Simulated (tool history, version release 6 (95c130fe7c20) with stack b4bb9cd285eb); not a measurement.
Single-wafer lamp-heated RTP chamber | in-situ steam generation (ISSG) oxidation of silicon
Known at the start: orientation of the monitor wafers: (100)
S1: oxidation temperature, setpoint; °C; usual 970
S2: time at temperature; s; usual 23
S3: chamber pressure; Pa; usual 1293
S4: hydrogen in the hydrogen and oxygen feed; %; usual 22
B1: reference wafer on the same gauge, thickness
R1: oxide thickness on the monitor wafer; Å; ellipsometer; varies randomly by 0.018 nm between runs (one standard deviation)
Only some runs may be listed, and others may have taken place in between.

run	hour	S1	S2	S3	S4	B1	R1
1	0.0	960	23	1360	22	4.373	46.75
2	55.6	963	23	1293	22	4.372	47.65
# hour 85.9: pyrometer window cleaned and pyrometer calibrated
3	90.6	963	23	1293	22	4.376	46.37
4	121.4	970	23	1293	22	4.373	47.69
5	291.9	970	23	1293	27	4.367	51.02
6	350.8	970	23	1293	27	4.369	50.82
7	390.2	970	23	1293	27	4.373	51.10
# hour 412.6: gauge calibrated
# hour 452.4: pyrometer window cleaned and pyrometer calibrated
8	452.9	965	23	1147	22	4.368	47.25
# hour 481.2: hydrogen flow controller replaced
# hour 500.7: pressure gauge zeroed
9	503.2	970	23	1293	22	4.372	48.32
10	557.0	970	15	1293	17	4.373	37.77
11	606.7	970	23	1293	22	4.366	48.83
12	640.2	970	20	1360	22	4.367	45.36
13	699.7	970	23	1293	22	4.370	48.91
14	758.3	970	30	1293	28	4.368	58.30

Forecast each of these 4 alternatives for the next run:
A	758.7	961	23	1293	22	?	?
B	758.7	970	20	1293	22	?	?
C	758.7	970	23	1160	15	?	?
D	758.7	961	23	1360	19	?	?

run	B1	R1
A	4.369	47.29
B	4.369	45.90
C	4.369	45.59
D	4.369	45.46
With no hidden state in the tool, these same runs would have given:
run	R1
A	45.88
B	44.52
C	44.16
D	44.10

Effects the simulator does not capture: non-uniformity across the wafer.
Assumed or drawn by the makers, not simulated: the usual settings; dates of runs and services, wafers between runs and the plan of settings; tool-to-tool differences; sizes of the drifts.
